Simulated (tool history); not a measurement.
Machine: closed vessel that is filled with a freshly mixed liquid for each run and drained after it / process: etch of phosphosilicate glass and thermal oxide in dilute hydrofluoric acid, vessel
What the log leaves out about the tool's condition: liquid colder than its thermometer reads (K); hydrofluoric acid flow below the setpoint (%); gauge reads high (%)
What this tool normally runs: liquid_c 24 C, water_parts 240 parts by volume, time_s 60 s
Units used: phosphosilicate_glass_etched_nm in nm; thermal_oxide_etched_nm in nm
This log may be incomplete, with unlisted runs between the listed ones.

run     day  liquid_c  water_parts  time_s  wafers since the last listed run  hours since the thermometer was replaced  hours since the hydrofluoric acid flow meter was replaced  hours since the gauge calibration  read-back film thickness of the phosphosilicate glass reference wafer, read on the same gauge (nm)  read-back film thickness of the thermal oxide reference wafer, read on the same gauge (nm)  phosphosilicate_glass_etched_nm  thermal_oxide_etched_nm
  1       0        24          240      75                                 0                                     742.8                                                      253.2                              294.5                                                                                                  70                                                                                      79.978                            23.95                    1.107
      0.208  -- hydrofluoric acid flow meter replaced, repeated, since the last time left the tool worse
  2   1.117        24          120      60                              2090                                     769.6                                                       21.8                              321.3                                                                                               70.03                                                                                      79.997                            53.52                    2.455
  3   1.792        24          240      60                              1312                                     785.8                                                         38                              337.5                                                                                               69.96                                                                                      80.002                            23.58                    1.104
  4   2.529        19          240      60                              1433                                     803.5                                                       55.7                              355.2                                                                                               70.02                                                                                      79.998                            19.21                    0.938
      3.383  -- thermometer replaced
  5   3.775        24          240      60                              2341                                       9.4                                                       85.6                              385.1                                                                                               70.01                                                                                      80.037                            22.86                    1.119
  6   5.004        19          240      60                              2389                                      38.9                                                      115.1                              414.6                                                                                                  70                                                                                      80.003                            19.02                    0.846
  7   6.454        27          240      75                              2819                                      73.7                                                      149.9                              449.4                                                                                               70.05                                                                                      79.965                            31.61                    1.529
  8   7.758        24          240      60                              2535                                       105                                                      181.2                              480.7                                                                                               70.04                                                                                      80.016                            22.74                    1.064
  9   8.262        24          240      60                               980                                     117.1                                                      193.3                              492.8                                                                                               70.01                                                                                      79.997                            22.81                    1.035
 10   8.925        24          240      60                              1288                                       133                                                      209.2                              508.7                                                                                               70.02                                                                                      79.965                            22.34                    1.107
 11  10.104        24          240      60                              2292                                     161.3                                                      237.5                                537                                                                                               69.99                                                                                      80.044                            22.45                     1.07
 12  11.129      28.5          285      30                              1992                                     185.9                                                      262.1                              561.6                                                                                               69.98                                                                                      80.005                            10.59                    0.476
 13  12.483        24          240      60                              2633                                     218.4                                                      294.6                              594.1                                                                                               70.03                                                                                      79.998                            22.21                    1.018
     13.733  -- gauge calibrated
 14  13.892        24          240      60                              2738                                     252.2                                                      328.4                                3.8                                                                                               70.03                                                                                      79.981                            22.22                    1.136
 15  16.512        29          335      60                              5095                                     315.1                                                      391.3                               66.7                                                                                               69.96                                                                                      79.942                            16.64                    0.793
     17.762  -- hydrofluoric acid flow meter replaced
 16  17.942      25.5          330      90                              2697                                     349.4                                                        4.3                                101                                                                                               69.98                                                                                       80.02                            24.77                     1.11
 17    18.8        24          130      60                              1668                                       370                                                       24.9                              121.6                                                                                               69.98                                                                                      80.002                            48.93                    2.244
 18  19.742        24          355      45                              1830                                     392.6                                                       47.5                              144.2                                                                                                  70                                                                                      80.014                            10.57                    0.501
 19  20.358      19.5          240      45                              1199                                     407.4                                                       62.3                                159                                                                                               69.95                                                                                      79.979                             14.6                    0.675
 20  21.112      27.5          140      60                              1466                                     425.5                                                       80.4                              177.1                                                                                                  70                                                                                      79.968                            50.35                    2.299
 21  22.262        29          120      90                              2236                                     453.1                                                        108                              204.7                                                                                               69.99                                                                                      79.989                            95.03                      4.3
 22  23.025        24          240      85                              1482                                     471.4                                                      126.3                                223                                                                                               69.99                                                                                      79.985                            32.53                    1.495
 23  25.967      28.5          310      80                              5719                                       542                                                      196.9                              293.6                                                                                               69.95                                                                                      79.977                            25.27                    1.243
 24  26.904      19.5          270      35                              1822                                     564.5                                                      219.4                              316.1                                                                                               69.99                                                                                      80.006                             9.61                    0.458
 25  27.812        24          240      60                              1766                                     586.3                                                      241.2                              337.9                                                                                               70.01                                                                                      80.049                            22.51                    1.017

What was the tool's hidden state at every run in the log?
liquid colder than its thermometer reads (K): 0 across all the runs
gauge reads high (%): 0 across all the runs
H1: hydrofluoric acid flow below the setpoint (%)
run     H1
  1   14.5
  2  0.488
  3  0.709
  4  0.951
  5   1.36
  6   1.76
  7   2.24
  8   2.67
  9   2.83
 10   3.05
 11   3.43
 12   3.77
 13   4.21
 14   4.68
 15   5.53
 16  0.307
 17  0.588
 18  0.897
 19    1.1
 20   1.35
 21   1.72
 22   1.97
 23   2.94
 24   3.24
 25   3.54
